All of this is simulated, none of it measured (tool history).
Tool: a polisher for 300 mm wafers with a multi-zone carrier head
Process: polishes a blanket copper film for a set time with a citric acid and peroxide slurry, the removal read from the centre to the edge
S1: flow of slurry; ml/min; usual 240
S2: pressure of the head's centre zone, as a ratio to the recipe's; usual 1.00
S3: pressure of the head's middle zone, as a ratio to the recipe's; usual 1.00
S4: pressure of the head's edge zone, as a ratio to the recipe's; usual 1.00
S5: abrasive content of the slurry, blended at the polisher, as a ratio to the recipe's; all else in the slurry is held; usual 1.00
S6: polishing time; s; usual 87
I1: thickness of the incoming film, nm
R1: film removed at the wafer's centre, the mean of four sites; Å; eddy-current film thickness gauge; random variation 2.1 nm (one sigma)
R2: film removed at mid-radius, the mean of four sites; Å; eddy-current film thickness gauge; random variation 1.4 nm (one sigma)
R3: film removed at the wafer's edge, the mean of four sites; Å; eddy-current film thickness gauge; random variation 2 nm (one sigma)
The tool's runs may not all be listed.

run,hour,S1,S2,S3,S4,S5,S6,I1,R1,R2,R3
1,0.0,240,1.00,1.00,1.00,1.00,87,710.0,1767,1801,1852
# hour 13.5: carrier head's membrane replaced by a new one
2,41.3,240,1.00,1.00,1.00,1.00,87,707.7,1702,1833,1868
3,66.8,240,0.94,1.00,1.00,1.00,87,700.4,1634,1811,1858
# hour 133.1: worn pad replaced by a new one
4,133.6,240,0.94,1.00,1.00,1.00,87,699.2,1610,1805,1817
# hour 175.2: centre zone pressure recalibrated
5,194.0,240,0.93,1.00,1.00,1.00,87,694.3,1709,1802,1882
# hour 240.3: edge zone pressure recalibrated
# hour 301.4: slurry nozzle cleaned
# hour 340.0: worn pad replaced by a new one
6,391.9,240,1.00,1.00,1.00,1.00,87,694.1,1784,1836,1863
7,451.0,240,1.00,1.00,1.00,1.00,87,694.4,1765,1808,1802
# hour 460.2: carrier head's membrane replaced by a new one
8,478.5,240,1.00,1.00,1.00,1.00,87,692.0,1760,1791,1819
9,514.5,240,1.00,1.00,1.00,1.00,87,703.0,1713,1801,1861
10,564.6,240,1.00,1.00,1.00,1.00,98,696.6,1961,2038,2031
# hour 584.3: centre zone pressure recalibrated
# hour 596.1: worn pad replaced by a new one
11,635.0,240,1.00,0.95,1.03,0.80,87,708.5,1711,1649,1782
12,662.9,240,1.07,1.10,1.04,1.00,113,701.2,2504,2524,2438
13,688.6,240,0.88,1.03,1.00,0.80,87,696.7,1544,1792,1772
14,716.6,240,1.00,1.00,1.00,1.00,87,701.3,1744,1825,1836
15,814.7,240,1.00,1.00,0.91,1.00,75,691.4,1496,1553,1493
# hour 845.6: worn pad replaced by a new one
16,852.0,240,1.00,1.00,1.00,1.00,87,703.4,1725,1794,1799
# hour 853.9: slurry nozzle cleaned
# hour 892.3: carrier head's membrane replaced by a new one
17,901.8,305,1.00,1.00,1.00,1.25,87,705.1,1864,1961,1955
18,955.5,240,1.00,1.00,1.00,1.00,87,702.2,1709,1820,1869
19,1003.0,265,1.00,0.93,1.00,1.00,72,702.0,1431,1427,1538
# hour 1024.8: edge zone pressure recalibrated
20,1045.7,240,1.00,1.00,1.00,1.00,87,701.3,1701,1823,1857

Hidden state or all else? Some run-to-run changes of R1, split into what the settings, what came in and random variation would give without the hidden state, and what is left for the hidden state (with any gauge scatter that isn't in both results):
The hidden state here: removal rate lost through wear of the pad, %; slurry flow missing at the pad, %; deviation of the centre zone's pressure from its setpoint, %; deviation of the edge zone's pressure from its setpoint, %.
Run 4 -> 5: S2 0.94 -> 0.93, centre zone pressure recalibrated. R1 +99 Å: hidden state +118, all else -19.
Run 10 -> 11: S3 1.00 -> 0.95, S4 1.00 -> 1.03, S5 1.00 -> 0.80, S6 98 -> 87, centre zone pressure recalibrated, worn pad replaced by a new one. R1 -250 Å: hidden state +98, all else -348.
Run 11 -> 12: S2 1.00 -> 1.07, S3 0.95 -> 1.10, S4 1.03 -> 1.04, S5 0.80 -> 1.00, S6 87 -> 113. R1 +793 Å: hidden state -26, all else +819.
Run 12 -> 13: S2 1.07 -> 0.88, S3 1.10 -> 1.03, S4 1.04 -> 1.00, S5 1.00 -> 0.80, S6 113 -> 87. R1 -960 Å: hidden state +15, all else -975.
